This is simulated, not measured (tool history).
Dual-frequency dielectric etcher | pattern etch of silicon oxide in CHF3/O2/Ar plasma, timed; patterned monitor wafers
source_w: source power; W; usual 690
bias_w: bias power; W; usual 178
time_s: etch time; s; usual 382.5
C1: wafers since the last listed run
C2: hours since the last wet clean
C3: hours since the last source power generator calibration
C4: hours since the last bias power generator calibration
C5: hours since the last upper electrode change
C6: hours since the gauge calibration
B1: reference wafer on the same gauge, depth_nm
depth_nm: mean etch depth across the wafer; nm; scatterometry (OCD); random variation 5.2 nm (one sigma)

run 1 day=0 | source_w=690 bias_w=178 time_s=382.5 | C1=0 C2=208 C3=3571.2 C4=3578 C5=1851.2 C6=724.9 | B1=898.3 | depth_nm=815
run 2 day=1.571 | source_w=690 bias_w=178 time_s=382.5 | C1=232 C2=245.7 C3=3608.9 C4=3615.7 C5=1888.9 C6=762.6 | B1=899.8 | depth_nm=815.6
run 3 day=5.062 | source_w=760 bias_w=178 time_s=382.5 | C1=517 C2=329.5 C3=3692.7 C4=3699.5 C5=1972.7 C6=846.4 | B1=897.3 | depth_nm=861.2
run 4 day=8.558 | source_w=760 bias_w=178 time_s=382.5 | C1=517 C2=413.4 C3=3776.6 C4=3783.4 C5=2056.6 C6=930.3 | B1=898.2 | depth_nm=865.4
run 5 day=10.85 | source_w=690 bias_w=178 time_s=382.5 | C1=339 C2=468.4 C3=3831.6 C4=3838.4 C5=2111.6 C6=985.3 | B1=897.3 | depth_nm=820
run 6 day=14.058 | source_w=690 bias_w=178 time_s=382.5 | C1=475 C2=545.4 C3=3908.6 C4=3915.4 C5=2188.6 C6=1062.3 | B1=898.7 | depth_nm=828.4
run 7 day=16.492 | source_w=690 bias_w=178 time_s=382.5 | C1=360 C2=603.8 C3=3967 C4=3973.8 C5=2247 C6=1120.7 | B1=898.7 | depth_nm=837.4
-- day=19.696 wet clean of the chamber
run 8 day=19.717 | source_w=690 bias_w=178 time_s=382.5 | C1=329 C2=0.5 C3=4044.4 C4=4051.2 C5=2324.4 C6=1198.1 | B1=899.6 | depth_nm=750.6
run 9 day=23.171 | source_w=690 bias_w=178 time_s=473.5 | C1=511 C2=83.4 C3=4127.3 C4=4134.1 C5=2407.3 C6=1281 | B1=897.8 | depth_nm=914.7
run 10 day=26.188 | source_w=690 bias_w=178 time_s=382.5 | C1=446 C2=155.8 C3=4199.7 C4=4206.5 C5=2479.7 C6=1353.4 | B1=896.8 | depth_nm=750.1
run 11 day=28.988 | source_w=520 bias_w=149 time_s=471 | C1=414 C2=223 C3=4266.9 C4=4273.7 C5=2546.9 C6=1420.6 | B1=898.3 | depth_nm=762.2
-- day=30.558 wet clean of the chamber, repeated, since the last time left the tool worse
-- day=31.129 source power generator calibrated
run 12 day=32.338 | source_w=690 bias_w=178 time_s=382.5 | C1=323 C2=42.7 C3=29 C4=4354.1 C5=2627.3 C6=1501 | B1=897.3 | depth_nm=805.1
-- day=36.342 upper electrode replaced
run 13 day=36.467 | source_w=630 bias_w=154 time_s=485 | C1=463 C2=141.8 C3=128.1 C4=4453.2 C5=3 C6=1600.1 | B1=895.8 | depth_nm=934.3
-- day=37.429 bias power generator calibrated
-- day=38.15 gauge calibrated
run 14 day=46.046 | source_w=690 bias_w=178 time_s=479.5 | C1=1394 C2=371.7 C3=358 C4=206.8 C5=232.9 C6=189.5 | B1=898.5 | depth_nm=1024.4
run 15 day=48.754 | source_w=740 bias_w=136 time_s=466.5 | C1=401 C2=436.7 C3=423 C4=271.8 C5=297.9 C6=254.5 | B1=897.9 | depth_nm=964.9
run 16 day=53.067 | source_w=570 bias_w=135 time_s=486.5 | C1=638 C2=540.2 C3=526.5 C4=375.3 C5=401.4 C6=358 | B1=898.7 | depth_nm=883.5
run 17 day=57.108 | source_w=690 bias_w=217 time_s=382.5 | C1=598 C2=637.2 C3=623.5 C4=472.3 C5=498.4 C6=455 | B1=896.9 | depth_nm=892.4

Forecast each of these 4 alternatives for the next run:
run A day=57.129 | source_w=690 bias_w=178 time_s=382.5 | C1=3 C2=637.7 C3=624 C4=472.8 C5=498.9 C6=455.5 | B1=? | depth_nm=?
run B day=57.129 | source_w=800 bias_w=220 time_s=439.5 | C1=3 C2=637.7 C3=624 C4=472.8 C5=498.9 C6=455.5 | B1=? | depth_nm=?
run C day=57.129 | source_w=580 bias_w=212 time_s=428 | C1=3 C2=637.7 C3=624 C4=472.8 C5=498.9 C6=455.5 | B1=? | depth_nm=?
run D day=57.129 | source_w=620 bias_w=153 time_s=382.5 | C1=3 C2=637.7 C3=624 C4=472.8 C5=498.9 C6=455.5 | B1=? | depth_nm=?

run=A B1=897.2 depth_nm=832.6
run=B B1=897.2 depth_nm=1098.3
run=C B1=897.2 depth_nm=908.5
run=D B1=897.2 depth_nm=753.7
Without the tool's hidden state the same runs would have given:
run=A depth_nm=799.1
run=B depth_nm=1054
run=C depth_nm=871.9
run=D depth_nm=723.3
